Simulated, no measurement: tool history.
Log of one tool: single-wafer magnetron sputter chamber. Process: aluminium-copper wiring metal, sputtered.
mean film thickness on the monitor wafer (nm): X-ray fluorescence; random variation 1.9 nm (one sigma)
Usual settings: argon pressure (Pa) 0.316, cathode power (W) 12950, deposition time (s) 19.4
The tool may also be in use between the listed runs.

run     day  argon pressure (Pa)  cathode power (W)  deposition time (s)  read-back reference wafer on the same gauge, thickness_nm  mean film thickness on the monitor wafer (nm)
  1       0                0.316              12950                 19.4                                                    535.449                                        462.851
  2   2.183                0.316              12950                 19.4                                                    536.081                                        458.187
  3   3.717                0.316              15000                 19.4                                                    534.555                                        529.322
  4   5.446                0.316              15000                 19.4                                                    534.839                                         523.97
      8.188  -- sputter target and shields replaced
  5   8.438                0.316              15000                 19.4                                                    536.409                                        532.958
  6  10.371                0.316              12950                 19.4                                                    535.054                                        465.837
  7   13.35                0.316              12950                 19.4                                                    535.286                                        464.652
  8  16.079                0.347              12950                 19.4                                                     535.86                                        449.786
  9  18.217                0.316              12950                 19.4                                                    536.107                                         461.59
 10  20.825                0.316              12950                 19.4                                                    536.327                                        458.649
 11  23.029                0.316              12950                 19.4                                                     536.38                                         459.33
 12  25.233                0.316              12950                 19.4                                                     536.75                                        454.674
     26.275  -- sputter target and shields replaced
     29.779  -- gauge calibrated
     30.608  -- capacitance manometer re-zeroed and calibrated
 13  33.567                0.316              12950                 19.4                                                    535.556                                        461.868
 14  34.988                0.316              12950                 19.4                                                    535.621                                        460.048
 15  37.412                0.402              11450                 19.4                                                    535.753                                        384.653
 16  39.054                0.402              11450                 19.4                                                    536.393                                         387.25
 17  41.642                0.406              10650                 17.4                                                     535.71                                        320.137
     43.983  -- sputter target and shields replaced
 18  44.025                0.316              12950                 19.4                                                    535.803                                        465.008
 19  45.933                0.316              15700                 15.8                                                    534.638                                        455.047
 20  47.583                0.316              12950                 23.3                                                    536.302                                        563.648
 21  50.233                0.316              12950                 19.4                                                    535.014                                        463.734
 22  51.604                0.441              13950                 16.2                                                    536.574                                         375.62
 23  54.054                0.436              12950                 16.6                                                     536.26                                        360.928
     59.733  -- magnet pack replaced
     60.121  -- sputter target and shields replaced
 24  61.708                0.316              12950                 19.4                                                    534.831                                        465.531
 25  62.858                0.316              12950                 19.4                                                    535.609                                        465.151
 26  63.871                0.266              11700                   22                                                    534.583                                        501.257
 27  66.583                0.235              12950                 17.4                                                    536.719                                        444.923
 28  68.308                0.361              15000                 19.4                                                    535.839                                        505.045
 29  70.883                0.401              11500                 20.6                                                    535.824                                        410.882
 30  72.112                0.435              11900                 19.4                                                    535.352                                        386.709
 31  73.733                  0.2               9850                 22.3                                                     536.48                                        455.046
 32  75.508                0.198              11500                 22.6                                                    536.322                                        528.795
 33  78.362                0.316              12950                 19.4                                                    535.858                                        461.504
     79.662  -- sputter target and shields replaced
 34  79.996                0.223              11400                 19.4                                                    536.553                                        454.217
 35  81.896                0.316               9800                 19.4                                                    536.219                                        364.848

The same runs without the tool's hidden state, with the same run-to-run variation:
The hidden state here: deposition rate above that of a new target (%); true argon pressure above the setpoint (%); gauge reads high (%).
run  mean film thickness on the monitor wafer (nm)
  1                                        468.741
  2                                        465.145
  3                                        538.278
  4                                        533.863
  5                                        534.331
  6                                        468.031
  7                                        468.377
  8                                        454.761
  9                                        467.804
 10                                        466.173
 11                                        468.013
 12                                        464.411
 13                                        466.164
 14                                        465.058
 15                                        389.888
 16                                        393.237
 17                                        326.025
 18                                        465.218
 19                                        456.207
 20                                        566.111
 21                                        467.122
 22                                        378.938
 23                                        365.105
 24                                        467.806
 25                                        468.017
 26                                        504.909
 27                                        449.509
 28                                        511.227
 29                                        417.102
 30                                        393.101
 31                                        463.404
 32                                        539.575
 33                                         472.42
 34                                        454.659
 35                                        365.965

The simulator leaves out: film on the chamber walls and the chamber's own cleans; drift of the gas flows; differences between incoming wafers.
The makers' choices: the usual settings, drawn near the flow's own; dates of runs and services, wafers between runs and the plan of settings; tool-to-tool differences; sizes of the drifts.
